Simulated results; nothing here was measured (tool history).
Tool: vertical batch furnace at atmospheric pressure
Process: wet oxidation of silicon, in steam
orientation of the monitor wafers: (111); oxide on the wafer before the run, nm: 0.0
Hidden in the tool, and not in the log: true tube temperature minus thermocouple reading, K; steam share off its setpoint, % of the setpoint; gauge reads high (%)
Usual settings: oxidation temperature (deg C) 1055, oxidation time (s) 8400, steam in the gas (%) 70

| run | day | oxidation temperature (deg C) | oxidation time (s) | steam in the gas (%) | wafers since the last listed run | hours since the last temperature calibration | hours since the steam generator was serviced | hours since the gauge calibration | read-back reference wafer on the same gauge, thickness | oxide thickness on the monitor wafer (nm) |
|---|---|---|---|---|---|---|---|---|---|---|
| 1 | 0.000 | 1055 | 8400 | 70 | 0 | 1678.5 | 2688.0 | 322.6 | 711.75 | 885.48 |
| 2 | 0.929 | 1055 | 8400 | 70 | 315 | 1700.8 | 2710.3 | 344.9 | 711.62 | 885.80 |
| 3 | 2.292 | 1055 | 8400 | 70 | 462 | 1733.5 | 2743.0 | 377.6 | 711.53 | 886.64 |
| 4 | 3.162 | 1055 | 8400 | 70 | 295 | 1754.4 | 2763.9 | 398.5 | 712.06 | 888.76 |
| 5 | 3.767 | 1055 | 8400 | 70 | 205 | 1768.9 | 2778.4 | 413.0 | 711.97 | 883.43 |
| 6 | 4.954 | 1055 | 8400 | 70 | 403 | 1797.4 | 2806.9 | 441.5 | 710.73 | 882.41 |
| 7 | 5.475 | 1055 | 8400 | 70 | 176 | 1809.9 | 2819.4 | 454.0 | 710.75 | 882.54 |
| 8 | 6.283 | 1055 | 8400 | 70 | 274 | 1829.3 | 2838.8 | 473.4 | 710.41 | 890.94 |
| 9 | 7.425 | 1055 | 8400 | 70 | 387 | 1856.7 | 2866.2 | 500.8 | 709.88 | 890.19 |
| 10 | 8.088 | 1068 | 8400 | 70 | 225 | 1872.6 | 2882.1 | 516.7 | 709.58 | 929.18 |
| 11 | 8.879 | 1068 | 8400 | 70 | 268 | 1891.6 | 2901.1 | 535.7 | 710.56 | 926.46 |
| 12 | 10.183 | 1055 | 8400 | 70 | 443 | 1922.9 | 2932.4 | 567.0 | 709.38 | 880.65 |
| 13 | 11.650 | 1055 | 5190 | 70 | 498 | 1958.1 | 2967.6 | 602.2 | 708.88 | 679.36 |
|  | 13.854 | thermocouples replaced and temperature profile calibrated |
|  | 14.504 | steam generator serviced |
| 14 | 14.525 | 1035 | 8400 | 64 | 415 | 16.1 | 0.5 | 671.2 | 707.86 | 777.57 |
| 15 | 14.738 | 1043 | 5850 | 76 | 72 | 21.2 | 5.6 | 676.3 | 708.34 | 721.07 |
| 16 | 14.954 | 1055 | 8400 | 70 | 73 | 26.4 | 10.8 | 681.5 | 708.26 | 883.45 |
| 17 | 15.717 | 1055 | 6990 | 75 | 259 | 44.7 | 29.1 | 699.8 | 707.82 | 828.87 |
|  | 15.888 | gauge calibrated |
| 18 | 17.062 | 1069 | 8400 | 70 | 457 | 77.0 | 61.4 | 28.2 | 717.71 | 943.59 |
| 19 | 18.546 | 1055 | 4710 | 70 | 503 | 112.6 | 97.0 | 63.8 | 717.58 | 650.03 |
| 20 | 19.092 | 1072 | 10200 | 70 | 185 | 125.7 | 110.1 | 76.9 | 717.70 | 1050.40 |
| 21 | 19.912 | 1076 | 8400 | 70 | 278 | 145.4 | 129.8 | 96.6 | 717.49 | 961.91 |
| 22 | 24.108 | 1069 | 8400 | 59 | 1425 | 246.1 | 230.5 | 197.3 | 715.80 | 859.86 |
| 23 | 25.304 | 1055 | 8400 | 70 | 406 | 274.8 | 259.2 | 226.0 | 715.66 | 891.43 |
| 24 | 26.192 | 1039 | 7320 | 76 | 301 | 296.1 | 280.5 | 247.3 | 715.36 | 813.25 |
| 25 | 27.342 | 1031 | 4710 | 60 | 390 | 323.7 | 308.1 | 274.9 | 715.17 | 532.41 |

Forecast each of these 4 alternatives for the next run:
| A | 27.558 | 1055 | 8400 | 70 | 73 | 328.9 | 313.3 | 280.1 | ? | ? |
| B | 27.558 | 1055 | 11430 | 77 | 73 | 328.9 | 313.3 | 280.1 | ? | ? |
| C | 27.558 | 1075 | 4860 | 82 | 73 | 328.9 | 313.3 | 280.1 | ? | ? |
| D | 27.558 | 1076 | 5760 | 70 | 73 | 328.9 | 313.3 | 280.1 | ? | ? |

| run | read-back reference wafer on the same gauge, thickness | oxide thickness on the monitor wafer (nm) |
|---|---|---|
| A | 714.31 | 890.12 |
| B | 714.31 | 1107.49 |
| C | 714.31 | 774.97 |
| D | 714.31 | 782.69 |
Without the tool's hidden state the same runs would have given:
| run | oxide thickness on the monitor wafer (nm) |
|---|---|
| A | 892.52 |
| B | 1110.46 |
| C | 777.06 |
| D | 784.80 |
